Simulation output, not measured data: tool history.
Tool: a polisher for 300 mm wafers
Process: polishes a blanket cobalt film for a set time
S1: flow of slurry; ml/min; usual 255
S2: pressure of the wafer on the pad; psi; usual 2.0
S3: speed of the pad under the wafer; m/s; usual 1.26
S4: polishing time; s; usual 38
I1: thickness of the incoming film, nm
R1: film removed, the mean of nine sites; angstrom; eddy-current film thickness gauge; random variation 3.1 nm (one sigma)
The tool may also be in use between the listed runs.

Run 1, hour 0.0: usual settings; I1 1223.0. Result: R1 2697 angstrom.
At hour 34.4: slurry nozzle cleaned.
Run 2, hour 64.2: usual settings; I1 1220.8. Result: R1 2676 angstrom.
Run 3, hour 106.4: usual settings; I1 1216.4. Result: R1 2668 angstrom.
Run 4, hour 201.3: usual settings but S3 1.16 m/s; I1 1198.1. Result: R1 2553 angstrom.
Run 5, hour 245.8: usual settings but S3 1.16 m/s; I1 1200.5. Result: R1 2561 angstrom.
Run 6, hour 308.2: usual settings but S3 1.16 m/s; I1 1215.7. Result: R1 2464 angstrom.
Run 7, hour 450.0: usual settings but S3 1.12 m/s; I1 1212.9. Result: R1 2445 angstrom.
Run 8, hour 490.4: usual settings but S4 31 s; I1 1210.7. Result: R1 2194 angstrom.
Run 9, hour 563.6: usual settings but S4 31 s; I1 1196.2. Result: R1 2226 angstrom.
Run 10, hour 629.0: usual settings but S4 31 s; I1 1209.9. Result: R1 2246 angstrom.
At hour 647.4: worn pad replaced by a new one.
Run 11, hour 690.4: usual settings; I1 1206.6. Result: R1 2715 angstrom.
At hour 710.9: head pressure recalibrated.
At hour 779.7: slurry nozzle cleaned.
Run 12, hour 1011.1: usual settings; I1 1205.3. Result: R1 2671 angstrom.
Run 13, hour 1165.4: usual settings; I1 1220.4. Result: R1 2765 angstrom.
Run 14, hour 1271.2: usual settings but S4 48 s; I1 1226.9. Result: R1 3423 angstrom.
Run 15, hour 1323.1: usual settings but S4 48 s; I1 1205.3. Result: R1 3421 angstrom.
At hour 1418.4: worn pad replaced by a new one.
Run 16, hour 1419.5: usual settings but S4 48 s; I1 1216.3. Result: R1 3412 angstrom.
At hour 1486.9: slurry nozzle cleaned.
At hour 1513.7: head pressure recalibrated.
Run 17, hour 1514.2: usual settings but S1 185 ml/min; I1 1212.5. Result: R1 2644 angstrom.
Run 18, hour 1601.2: usual settings; I1 1219.7. Result: R1 2682 angstrom.
Run 19, hour 1831.4: usual settings but S3 1.58 m/s, S4 41 s; I1 1231.1. Result: R1 3545 angstrom.
Run 20, hour 1903.1: usual settings but S3 1.58 m/s, S4 41 s; I1 1223.9. Result: R1 3609 angstrom.
Run 21, hour 1977.8: usual settings but S3 0.90 m/s; I1 1205.6. Result: R1 2024 angstrom.
Run 22, hour 2067.4: usual settings but S1 330 ml/min, S2 2.3 psi, S3 0.90 m/s, S4 45 s; I1 1214.2. Result: R1 2792 angstrom.
Run 23, hour 2135.1: usual settings but S1 325 ml/min, S2 2.4 psi; I1 1188.0. Result: R1 3286 angstrom.
At hour 2160.2: worn pad replaced by a new one.
Run 24, hour 2179.0: usual settings but S1 230 ml/min, S2 1.8 psi, S3 1.60 m/s, S4 34 s; I1 1209.0. Result: R1 2672 angstrom.
Run 25, hour 2267.1: usual settings; I1 1214.6. Result: R1 2717 angstrom.
At hour 2312.0: slurry nozzle cleaned.
Run 26, hour 2341.7: usual settings but S1 220 ml/min, S3 1.12 m/s; I1 1214.1. Result: R1 2462 angstrom.
At hour 2392.3: head pressure recalibrated.
Run 27, hour 2397.2: usual settings but S2 2.2 psi, S4 30 s; I1 1210.8. Result: R1 2355 angstrom.
Run 28, hour 2499.6: usual settings but S2 2.5 psi; I1 1232.8. Result: R1 3376 angstrom.
Run 29, hour 2576.1: usual settings but S2 1.5 psi, S3 1.50 m/s, S4 29 s; I1 1196.0. Result: R1 1827 angstrom.
Run 30, hour 2674.1: usual settings but S4 48 s; I1 1221.4. Result: R1 3371 angstrom.
Run 31, hour 2767.4: usual settings but S4 28 s; I1 1212.4. Result: R1 2021 angstrom.
At hour 2849.5: worn pad replaced by a new one.
Run 32, hour 2866.1: usual settings; I1 1203.5. Result: R1 2751 angstrom.
Run 33, hour 2949.8: usual settings but S1 330 ml/min, S2 2.3 psi, S3 0.90 m/s, S4 45 s; I1 1215.7. Result: R1 2843 angstrom.
Run 34, hour 3017.8: usual settings but S1 335 ml/min; I1 1197.7. Result: R1 2752 angstrom.
At hour 3041.8: slurry nozzle cleaned.
Run 35, hour 3064.4: usual settings but S2 2.2 psi, S4 30 s; I1 1222.5. Result: R1 2365 angstrom.
At hour 3155.2: head pressure recalibrated.
Run 36, hour 3157.0: usual settings but S2 1.6 psi, S4 26 s; I1 1228.0. Result: R1 1510 angstrom.
Run 37, hour 3225.7: usual settings; I1 1224.7. Result: R1 2744 angstrom.
Run 38, hour 3332.9: usual settings but S2 1.5 psi, S4 50 s; I1 1216.3. Result: R1 2664 angstrom.

Forecast each of these 3 alternatives for the next run:
Run A, hour 3333.3: usual settings but S2 2.3 psi; I1 1197.9. Result: R1 ?.
Run B, hour 3333.3: usual settings but S2 1.7 psi, S4 30 s; I1 1197.9. Result: R1 ?.
Run C, hour 3333.3: usual settings but S4 49 s; I1 1197.9. Result: R1 ?.

run    R1
  A  3080
  B  1797
  C  3454
Without the tool's hidden state the same runs would have given:
run    R1
  A  3080
  B  1797
  C  3454

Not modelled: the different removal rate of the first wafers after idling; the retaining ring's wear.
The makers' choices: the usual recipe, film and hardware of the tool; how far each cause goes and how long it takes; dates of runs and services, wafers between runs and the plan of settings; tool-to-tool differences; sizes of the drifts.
